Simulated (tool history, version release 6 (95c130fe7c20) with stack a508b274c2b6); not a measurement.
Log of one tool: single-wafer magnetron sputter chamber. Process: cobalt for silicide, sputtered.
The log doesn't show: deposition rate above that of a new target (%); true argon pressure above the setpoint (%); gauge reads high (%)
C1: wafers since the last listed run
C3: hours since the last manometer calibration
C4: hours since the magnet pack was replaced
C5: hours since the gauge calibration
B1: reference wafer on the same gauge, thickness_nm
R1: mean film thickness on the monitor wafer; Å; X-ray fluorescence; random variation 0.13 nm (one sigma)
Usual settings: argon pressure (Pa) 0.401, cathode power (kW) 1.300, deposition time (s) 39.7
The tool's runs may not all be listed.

{"run": 1, "hour": 0.0, "argon pressure (Pa)": 0.401, "cathode power (kW)": 1.3, "deposition time (s)": 39.7, "C1": 0, "wafers on the sputter target": 1226, "C3": 2418.8, "C4": 9985.7, "C5": 328.2, "B1": 26.927, "R1": 225.18}
{"run": 2, "hour": 10.7, "argon pressure (Pa)": 0.401, "cathode power (kW)": 1.3, "deposition time (s)": 39.7, "C1": 279, "wafers on the sputter target": 1506, "C3": 2429.5, "C4": 9996.4, "C5": 338.9, "B1": 26.89, "R1": 228.17}
{"run": 3, "hour": 26.2, "argon pressure (Pa)": 0.401, "cathode power (kW)": 1.3, "deposition time (s)": 39.7, "C1": 404, "wafers on the sputter target": 1910, "C3": 2445.0, "C4": 10011.9, "C5": 354.4, "B1": 26.913, "R1": 223.69}
{"hour": 39.3, "done": "capacitance manometer re-zeroed and calibrated"}
{"run": 4, "hour": 39.8, "argon pressure (Pa)": 0.401, "cathode power (kW)": 1.3, "deposition time (s)": 39.7, "C1": 146, "wafers on the sputter target": 2056, "C3": 0.5, "C4": 10025.5, "C5": 368.0, "B1": 26.912, "R1": 222.04}
{"run": 5, "hour": 45.8, "argon pressure (Pa)": 0.522, "cathode power (kW)": 1.3, "deposition time (s)": 39.7, "C1": 156, "wafers on the sputter target": 2213, "C3": 6.5, "C4": 10031.5, "C5": 374.0, "B1": 26.909, "R1": 210.98}
{"run": 6, "hour": 64.9, "argon pressure (Pa)": 0.401, "cathode power (kW)": 1.3, "deposition time (s)": 39.7, "C1": 498, "wafers on the sputter target": 2711, "C3": 25.6, "C4": 10050.6, "C5": 393.1, "B1": 26.876, "R1": 220.19}
{"run": 7, "hour": 75.7, "argon pressure (Pa)": 0.401, "cathode power (kW)": 1.1, "deposition time (s)": 39.7, "C1": 281, "wafers on the sputter target": 2993, "C3": 36.4, "C4": 10061.4, "C5": 403.9, "B1": 26.895, "R1": 199.0}
{"hour": 87.9, "done": "sputter target and shields replaced, repeated, since the last time left the tool worse"}
{"run": 8, "hour": 88.4, "argon pressure (Pa)": 0.401, "cathode power (kW)": 1.4, "deposition time (s)": 39.7, "C1": 122, "wafers on the sputter target": 12, "C3": 49.1, "C4": 10074.1, "C5": 416.6, "B1": 26.917, "R1": 260.85}
{"run": 9, "hour": 92.6, "argon pressure (Pa)": 0.401, "cathode power (kW)": 1.15, "deposition time (s)": 39.7, "C1": 109, "wafers on the sputter target": 122, "C3": 53.3, "C4": 10078.3, "C5": 420.8, "B1": 26.907, "R1": 230.74}
{"run": 10, "hour": 108.8, "argon pressure (Pa)": 0.401, "cathode power (kW)": 1.15, "deposition time (s)": 39.7, "C1": 422, "wafers on the sputter target": 545, "C3": 69.5, "C4": 10094.5, "C5": 437.0, "B1": 26.907, "R1": 227.19}
{"run": 11, "hour": 115.0, "argon pressure (Pa)": 0.401, "cathode power (kW)": 1.15, "deposition time (s)": 39.7, "C1": 161, "wafers on the sputter target": 707, "C3": 75.7, "C4": 10100.7, "C5": 443.2, "B1": 26.902, "R1": 228.32}
{"run": 12, "hour": 123.0, "argon pressure (Pa)": 0.401, "cathode power (kW)": 1.3, "deposition time (s)": 45.1, "C1": 208, "wafers on the sputter target": 915, "C3": 83.7, "C4": 10108.7, "C5": 451.2, "B1": 26.9, "R1": 279.97}
{"run": 13, "hour": 137.0, "argon pressure (Pa)": 0.283, "cathode power (kW)": 1.6, "deposition time (s)": 39.7, "C1": 365, "wafers on the sputter target": 1281, "C3": 97.7, "C4": 10122.7, "C5": 465.2, "B1": 26.927, "R1": 293.86}
{"run": 14, "hour": 149.7, "argon pressure (Pa)": 0.401, "cathode power (kW)": 1.15, "deposition time (s)": 39.7, "C1": 331, "wafers on the sputter target": 1612, "C3": 110.4, "C4": 10135.4, "C5": 477.9, "B1": 26.882, "R1": 227.44}
{"run": 15, "hour": 167.2, "argon pressure (Pa)": 0.401, "cathode power (kW)": 1.4, "deposition time (s)": 45.0, "C1": 456, "wafers on the sputter target": 2069, "C3": 127.9, "C4": 10152.9, "C5": 495.4, "B1": 26.932, "R1": 288.09}
{"run": 16, "hour": 175.1, "argon pressure (Pa)": 0.299, "cathode power (kW)": 1.6, "deposition time (s)": 43.4, "C1": 206, "wafers on the sputter target": 2275, "C3": 135.8, "C4": 10160.8, "C5": 503.3, "B1": 26.88, "R1": 316.01}
{"run": 17, "hour": 187.5, "argon pressure (Pa)": 0.282, "cathode power (kW)": 1.45, "deposition time (s)": 37.5, "C1": 323, "wafers on the sputter target": 2599, "C3": 148.2, "C4": 10173.2, "C5": 515.7, "B1": 26.891, "R1": 255.19}
{"run": 18, "hour": 202.5, "argon pressure (Pa)": 0.252, "cathode power (kW)": 1.3, "deposition time (s)": 39.7, "C1": 391, "wafers on the sputter target": 2990, "C3": 163.2, "C4": 10188.2, "C5": 530.7, "B1": 26.895, "R1": 255.55}
{"hour": 217.0, "done": "sputter target and shields replaced"}
{"run": 19, "hour": 217.5, "argon pressure (Pa)": 0.401, "cathode power (kW)": 1.3, "deposition time (s)": 32.8, "C1": 182, "wafers on the sputter target": 12, "C3": 178.2, "C4": 10203.2, "C5": 545.7, "B1": 26.902, "R1": 202.7}
{"hour": 221.1, "done": "gauge calibrated"}
{"run": 20, "hour": 221.2, "argon pressure (Pa)": 0.272, "cathode power (kW)": 1.55, "deposition time (s)": 47.5, "C1": 96, "wafers on the sputter target": 109, "C3": 181.9, "C4": 10206.9, "C5": 0.1, "B1": 26.866, "R1": 344.82}
{"run": 21, "hour": 232.5, "argon pressure (Pa)": 0.277, "cathode power (kW)": 1.05, "deposition time (s)": 42.5, "C1": 294, "wafers on the sputter target": 404, "C3": 193.2, "C4": 10218.2, "C5": 11.4, "B1": 26.893, "R1": 243.67}
{"hour": 242.8, "done": "magnet pack replaced"}
{"run": 22, "hour": 243.3, "argon pressure (Pa)": 0.476, "cathode power (kW)": 1.3, "deposition time (s)": 35.2, "C1": 73, "wafers on the sputter target": 477, "C3": 204.0, "C4": 0.5, "C5": 22.2, "B1": 26.875, "R1": 210.14}
{"run": 23, "hour": 247.0, "argon pressure (Pa)": 0.282, "cathode power (kW)": 1.45, "deposition time (s)": 32.7, "C1": 96, "wafers on the sputter target": 573, "C3": 207.7, "C4": 4.2, "C5": 25.9, "B1": 26.905, "R1": 226.13}
{"run": 24, "hour": 253.5, "argon pressure (Pa)": 0.401, "cathode power (kW)": 1.3, "deposition time (s)": 39.7, "C1": 169, "wafers on the sputter target": 743, "C3": 214.2, "C4": 10.7, "C5": 32.4, "B1": 26.892, "R1": 243.13}
{"run": 25, "hour": 271.1, "argon pressure (Pa)": 0.401, "cathode power (kW)": 1.3, "deposition time (s)": 39.7, "C1": 459, "wafers on the sputter target": 1202, "C3": 231.8, "C4": 28.3, "C5": 50.0, "B1": 26.875, "R1": 241.74}
{"run": 26, "hour": 287.1, "argon pressure (Pa)": 0.461, "cathode power (kW)": 1.6, "deposition time (s)": 44.2, "C1": 417, "wafers on the sputter target": 1620, "C3": 247.8, "C4": 44.3, "C5": 66.0, "B1": 26.919, "R1": 300.4}
{"run": 27, "hour": 294.9, "argon pressure (Pa)": 0.401, "cathode power (kW)": 1.3, "deposition time (s)": 39.7, "C1": 203, "wafers on the sputter target": 1824, "C3": 255.6, "C4": 52.1, "C5": 73.8, "B1": 26.918, "R1": 242.1}
{"run": 28, "hour": 312.8, "argon pressure (Pa)": 0.34, "cathode power (kW)": 1.3, "deposition time (s)": 39.7, "C1": 467, "wafers on the sputter target": 2291, "C3": 273.5, "C4": 70.0, "C5": 91.7, "B1": 26.935, "R1": 246.0}
{"run": 29, "hour": 322.6, "argon pressure (Pa)": 0.252, "cathode power (kW)": 1.45, "deposition time (s)": 46.1, "C1": 255, "wafers on the sputter target": 2546, "C3": 283.3, "C4": 79.8, "C5": 101.5, "B1": 26.889, "R1": 314.3}
{"hour": 347.9, "done": "sputter target and shields replaced"}
{"run": 30, "hour": 348.4, "argon pressure (Pa)": 0.305, "cathode power (kW)": 1.3, "deposition time (s)": 32.2, "C1": 464, "wafers on the sputter target": 12, "C3": 309.1, "C4": 105.6, "C5": 127.3, "B1": 26.91, "R1": 206.08}
{"run": 31, "hour": 358.5, "argon pressure (Pa)": 0.315, "cathode power (kW)": 1.3, "deposition time (s)": 39.7, "C1": 263, "wafers on the sputter target": 275, "C3": 319.2, "C4": 115.7, "C5": 137.4, "B1": 26.895, "R1": 253.15}
{"run": 32, "hour": 374.6, "argon pressure (Pa)": 0.401, "cathode power (kW)": 1.3, "deposition time (s)": 39.7, "C1": 420, "wafers on the sputter target": 696, "C3": 335.3, "C4": 131.8, "C5": 153.5, "B1": 26.904, "R1": 245.77}
{"run": 33, "hour": 389.6, "argon pressure (Pa)": 0.401, "cathode power (kW)": 1.45, "deposition time (s)": 39.7, "C1": 391, "wafers on the sputter target": 1087, "C3": 350.3, "C4": 146.8, "C5": 168.5, "B1": 26.875, "R1": 261.46}
{"run": 34, "hour": 401.0, "argon pressure (Pa)": 0.401, "cathode power (kW)": 1.3, "deposition time (s)": 39.7, "C1": 297, "wafers on the sputter target": 1384, "C3": 361.7, "C4": 158.2, "C5": 179.9, "B1": 26.899, "R1": 241.11}

The same runs without the tool's hidden state, with the same run-to-run variation:
run=1 R1=245.13
run=2 R1=249.22
run=3 R1=245.81
run=4 R1=245.60
run=5 R1=234.13
run=6 R1=247.28
run=7 R1=225.23
run=8 R1=261.00
run=9 R1=230.88
run=10 R1=227.59
run=11 R1=228.91
run=12 R1=281.08
run=13 R1=295.98
run=14 R1=229.97
run=15 R1=293.29
run=16 R1=322.90
run=17 R1=262.45
run=18 R1=265.21
run=19 R1=202.97
run=20 R1=345.28
run=21 R1=244.15
run=22 R1=210.81
run=23 R1=226.98
run=24 R1=244.34
run=25 R1=244.01
run=26 R1=304.89
run=27 R1=246.50
run=28 R1=252.66
run=29 R1=324.60
run=30 R1=207.50
run=31 R1=254.97
run=32 R1=247.95
run=33 R1=264.53
run=34 R1=244.67
